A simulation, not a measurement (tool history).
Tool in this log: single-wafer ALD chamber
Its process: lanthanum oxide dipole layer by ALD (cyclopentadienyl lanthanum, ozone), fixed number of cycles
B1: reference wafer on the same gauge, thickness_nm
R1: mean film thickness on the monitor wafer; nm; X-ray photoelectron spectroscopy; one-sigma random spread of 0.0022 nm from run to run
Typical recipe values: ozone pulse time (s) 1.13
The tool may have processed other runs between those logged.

Run 1, hour 0.0: usual settings; B1 0.483. Result: R1 0.407 nm.
Run 2, hour 24.9: usual settings; B1 0.484. Result: R1 0.407 nm.
Run 3, hour 59.0: usual settings; B1 0.484. Result: R1 0.405 nm.
Run 4, hour 72.8: usual settings; B1 0.484. Result: R1 0.405 nm.
Run 5, hour 87.1: usual settings; B1 0.484. Result: R1 0.405 nm.
Run 6, hour 156.6: usual settings but ozone pulse time (s) 1.36; B1 0.484. Result: R1 0.435 nm.
At hour 176.0: gauge calibrated.
Run 7, hour 177.8: usual settings; B1 0.484. Result: R1 0.402 nm.
At hour 188.7: ozone generator serviced.
At hour 195.4: thermocouple changed; heater temperature recalibrated.
At hour 203.1: showerhead replaced.
Run 8, hour 209.1: usual settings but ozone pulse time (s) 1.33; B1 0.484. Result: R1 0.473 nm.
Run 9, hour 223.1: usual settings but ozone pulse time (s) 0.97; B1 0.484. Result: R1 0.429 nm.
Run 10, hour 254.3: usual settings but ozone pulse time (s) 0.77; B1 0.483. Result: R1 0.382 nm.
Run 11, hour 274.5: usual settings but ozone pulse time (s) 0.96; B1 0.484. Result: R1 0.423 nm.
Run 12, hour 298.1: usual settings; B1 0.484. Result: R1 0.447 nm.
Run 13, hour 344.5: usual settings but ozone pulse time (s) 0.99; B1 0.484. Result: R1 0.422 nm.
Run 14, hour 363.8: usual settings but ozone pulse time (s) 1.36; B1 0.484. Result: R1 0.469 nm.

4 options for the next run, each taken on its own from the tool as it stands now. Forecast them:
Run A, hour 364.2: usual settings; B1 ?. Result: R1 ?.
Run B, hour 364.2: usual settings but ozone pulse time (s) 0.71; B1 ?. Result: R1 ?.
Run C, hour 364.2: usual settings but ozone pulse time (s) 1.35; B1 ?. Result: R1 ?.
Run D, hour 364.2: usual settings but ozone pulse time (s) 0.90; B1 ?. Result: R1 ?.

run     B1     R1
  A  0.484  0.444
  B  0.484  0.353
  C  0.484  0.470
  D  0.484  0.403
Stripped of hidden state, with their random variation kept, the same runs would have yielded:
run     R1
  A  0.468
  B  0.386
  C  0.488
  D  0.432
